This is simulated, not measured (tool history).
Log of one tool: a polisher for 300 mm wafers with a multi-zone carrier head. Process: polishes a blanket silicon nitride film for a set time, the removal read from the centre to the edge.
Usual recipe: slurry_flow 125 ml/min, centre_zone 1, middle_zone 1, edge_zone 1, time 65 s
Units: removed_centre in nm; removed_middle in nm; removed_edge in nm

| run | hour | slurry_flow | centre_zone | middle_zone | edge_zone | time | incoming thickness of the incoming film, nm | removed_centre | removed_middle | removed_edge |
|---|---|---|---|---|---|---|---|---|---|---|
| 1 | 0 | 125 | 1 | 1 | 1 | 65 | 550.1 | 98.6 | 101.9 | 101.8 |
| 2 | 12.7 | 125 | 1 | 1 | 1 | 65 | 565.8 | 97.2 | 98.7 | 102.4 |
|  | 18.8 | carrier head's membrane replaced by a new one |
| 3 | 26.3 | 125 | 1 | 1 | 1 | 65 | 567.1 | 94.6 | 96.7 | 101.6 |
|  | 33.6 | slurry nozzle cleaned |
| 4 | 34.1 | 125 | 1 | 1 | 1 | 65 | 560 | 95.7 | 98.1 | 101.6 |
| 5 | 47.4 | 125 | 1 | 1 | 1 | 65 | 560.1 | 95.7 | 96.6 | 100.2 |
| 6 | 64.3 | 170 | 1 | 0.96 | 0.88 | 86 | 549.7 | 133.7 | 129.7 | 129.3 |
|  | 91.3 | worn pad replaced by a new one |
|  | 92.5 | centre zone pressure recalibrated |
| 7 | 107.5 | 125 | 1 | 1 | 0.93 | 65 | 554.7 | 104.2 | 105.5 | 103.7 |
|  | 110.2 | edge zone pressure recalibrated |
| 8 | 119.2 | 125 | 1 | 0.96 | 1 | 65 | 569.1 | 101.1 | 99.7 | 104.9 |
| 9 | 131.5 | 125 | 1 | 1 | 1 | 65 | 558.4 | 100.2 | 101.9 | 102.5 |
| 10 | 148.3 | 170 | 1 | 1 | 1 | 65 | 567.4 | 103.1 | 107 | 104.5 |
| 11 | 158.3 | 125 | 0.94 | 0.9 | 0.95 | 65 | 565.1 | 90.5 | 89.5 | 97.8 |
| 12 | 171.9 | 100 | 1.08 | 1.06 | 1 | 58 | 553.5 | 86.4 | 84.1 | 83.9 |
| 13 | 180.9 | 100 | 1.08 | 1.06 | 1 | 58 | 548.5 | 85.1 | 87.1 | 85.7 |
|  | 188.1 | worn pad replaced by a new one |
| 14 | 190.1 | 125 | 1 | 1 | 1 | 65 | 553.8 | 107.6 | 109.3 | 111.3 |
| 15 | 199.2 | 85 | 1.08 | 1.1 | 1.12 | 65 | 554.5 | 97 | 102.2 | 107.2 |
| 16 | 210.1 | 165 | 1 | 0.93 | 1 | 65 | 557.5 | 107 | 104.2 | 107.5 |
| 17 | 224.6 | 125 | 1 | 1 | 1 | 65 | 568.2 | 98.8 | 99 | 102.8 |
| 18 | 241.4 | 125 | 1 | 1 | 1 | 65 | 562.1 | 98.1 | 99.1 | 101 |
| 19 | 253.6 | 125 | 0.89 | 0.94 | 1.07 | 72 | 560.2 | 94.2 | 103.6 | 112.6 |
| 20 | 261.6 | 145 | 1 | 1.09 | 0.94 | 58 | 559.8 | 90.2 | 95.2 | 87.6 |
| 21 | 278.3 | 100 | 0.96 | 1.12 | 1.08 | 65 | 559 | 84.5 | 99.9 | 97.8 |
| 22 | 295.7 | 125 | 0.88 | 1 | 0.95 | 65 | 558.9 | 84.8 | 95.9 | 98.7 |

4 options for the next run, each taken on its own from the tool as it stands now. Forecast them:
| A | 296.1 | 125 | 1 | 1 | 1 | 65 | 560.7 | ? | ? | ? |
| B | 296.1 | 170 | 1 | 1.06 | 1 | 46 | 560.7 | ? | ? | ? |
| C | 296.1 | 125 | 1 | 1 | 1.12 | 78 | 560.7 | ? | ? | ? |
| D | 296.1 | 95 | 0.97 | 1.11 | 1 | 65 | 560.7 | ? | ? | ? |

| run | removed_centre | removed_middle | removed_edge |
|---|---|---|---|
| A | 95.2 | 96.3 | 98.4 |
| B | 72.5 | 76.3 | 72.8 |
| C | 114.2 | 115.5 | 124.9 |
| D | 84.4 | 97.1 | 93 |
With no hidden state in the tool, these same runs would have given:
| run | removed_centre | removed_middle | removed_edge |
|---|---|---|---|
| A | 109.6 | 110.8 | 113.3 |
| B | 83.5 | 87.9 | 83.9 |
| C | 131.5 | 133 | 143.8 |
| D | 97.2 | 111.8 | 107.1 |
